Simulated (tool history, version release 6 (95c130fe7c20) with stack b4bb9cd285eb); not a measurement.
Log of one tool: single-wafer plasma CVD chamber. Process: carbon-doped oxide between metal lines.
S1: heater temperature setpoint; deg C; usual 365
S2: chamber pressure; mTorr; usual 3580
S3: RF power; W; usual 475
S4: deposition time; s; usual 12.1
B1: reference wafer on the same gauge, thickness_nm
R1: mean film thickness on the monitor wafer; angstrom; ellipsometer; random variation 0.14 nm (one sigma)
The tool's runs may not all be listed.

| run | day | S1 | S2 | S3 | S4 | B1 | R1 |
|---|---|---|---|---|---|---|---|
| 1 | 0.000 | 365 | 3580 | 475 | 12.1 | 67.896 | 546.34 |
| 2 | 1.354 | 365 | 3580 | 475 | 12.1 | 67.920 | 546.45 |
| 3 | 2.688 | 365 | 3580 | 475 | 12.1 | 67.873 | 547.10 |
| 4 | 3.362 | 365 | 3580 | 475 | 12.1 | 67.879 | 544.74 |
| 5 | 4.362 | 365 | 3580 | 475 | 12.1 | 67.878 | 543.13 |
| 6 | 5.854 | 365 | 3580 | 475 | 12.1 | 67.847 | 544.75 |
| 7 | 6.792 | 365 | 3580 | 475 | 12.1 | 67.898 | 543.55 |
| 8 | 8.004 | 365 | 2990 | 475 | 12.1 | 67.913 | 531.54 |
| 9 | 9.854 | 365 | 2990 | 475 | 12.1 | 67.930 | 531.64 |
|  | 10.925 | thermocouple changed; heater temperature recalibrated |
|  | 11.225 | RF generator calibrated |
| 10 | 11.246 | 365 | 2990 | 475 | 12.1 | 67.864 | 553.20 |
| 11 | 11.862 | 351 | 4350 | 475 | 12.1 | 67.946 | 604.36 |
|  | 12.225 | gauge calibrated |
|  | 13.288 | capacitance manometer re-zeroed and calibrated |
| 12 | 13.308 | 351 | 2970 | 410 | 9.7 | 67.884 | 430.01 |
| 13 | 14.317 | 379 | 3580 | 475 | 12.1 | 67.891 | 542.88 |
|  | 15.742 | showerhead replaced |
| 14 | 15.779 | 378 | 4470 | 530 | 13.7 | 67.930 | 669.61 |
| 15 | 16.279 | 365 | 3580 | 475 | 12.1 | 67.898 | 566.49 |
| 16 | 16.792 | 355 | 4270 | 390 | 13.5 | 67.931 | 598.79 |
| 17 | 17.567 | 365 | 3580 | 475 | 12.1 | 67.933 | 564.32 |
| 18 | 18.296 | 365 | 3580 | 475 | 12.1 | 67.856 | 566.73 |
| 19 | 21.217 | 376 | 3080 | 445 | 10.7 | 67.880 | 461.02 |
| 20 | 22.425 | 365 | 3580 | 405 | 12.1 | 67.860 | 520.43 |

Each row is a separate what-if for the run after 20, all from the same tool condition, not one after another. Results?
| A | 22.442 | 365 | 3580 | 475 | 12.1 | ? | ? |
| B | 22.442 | 365 | 3580 | 415 | 14.1 | ? | ? |
| C | 22.442 | 365 | 4440 | 430 | 14.3 | ? | ? |
| D | 22.442 | 356 | 3580 | 475 | 10.0 | ? | ? |

| run | B1 | R1 |
|---|---|---|
| A | 67.910 | 564.26 |
| B | 67.910 | 610.60 |
| C | 67.910 | 650.32 |
| D | 67.910 | 480.24 |
With no hidden state in the tool, these same runs would have given:
| run | R1 |
|---|---|
| A | 568.19 |
| B | 615.53 |
| C | 655.57 |
| D | 483.59 |

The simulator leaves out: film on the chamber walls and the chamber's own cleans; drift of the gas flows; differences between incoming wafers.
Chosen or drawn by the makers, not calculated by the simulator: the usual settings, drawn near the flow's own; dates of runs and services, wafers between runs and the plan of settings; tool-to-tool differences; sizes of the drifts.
